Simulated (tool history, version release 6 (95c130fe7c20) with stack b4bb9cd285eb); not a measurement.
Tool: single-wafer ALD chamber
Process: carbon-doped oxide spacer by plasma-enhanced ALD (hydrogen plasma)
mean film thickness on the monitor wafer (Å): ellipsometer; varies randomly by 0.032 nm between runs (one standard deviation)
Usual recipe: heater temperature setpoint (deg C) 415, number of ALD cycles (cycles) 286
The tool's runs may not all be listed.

run,hour,heater temperature setpoint (deg C),number of ALD cycles (cycles),"read-back reference wafer on the same gauge, thickness_nm",mean film thickness on the monitor wafer (Å)
1,0.0,415,286,10.604,129.33
2,41.1,415,286,10.600,129.12
3,94.6,415,258,10.606,116.84
4,132.8,415,258,10.597,116.87
5,177.9,415,258,10.589,117.31
6,205.0,415,286,10.600,130.10
7,271.7,415,286,10.600,129.90
# hour 289.8: thermocouple changed; heater temperature recalibrated
8,333.9,415,286,10.601,124.45
# hour 395.1: gauge calibrated
9,401.2,415,258,10.598,112.43
# hour 415.0: thermocouple changed; heater temperature recalibrated, repeated, since the last time left the tool worse
10,472.7,428,309,10.599,131.89
11,504.9,411,286,10.608,129.89
12,568.7,415,246,10.593,109.93
13,629.2,403,286,10.603,134.07
14,696.3,415,286,10.598,128.12
15,740.4,428,304,10.597,130.17
16,766.3,415,286,10.597,128.64

Below are 4 alternative next runs, each starting from the tool's condition after run 16. Predict each:
A,767.1,415,286,?,?
B,767.1,403,264,?,?
C,767.1,429,301,?,?
D,767.1,422,333,?,?

run,"read-back reference wafer on the same gauge, thickness_nm",mean film thickness on the monitor wafer (Å)
A,10.601,128.41
B,10.601,123.56
C,10.601,128.40
D,10.601,145.79
With the hidden condition removed and each run's random variation left untouched, the same runs would have given:
run,mean film thickness on the monitor wafer (Å)
A,127.84
B,123.07
C,127.80
D,145.11
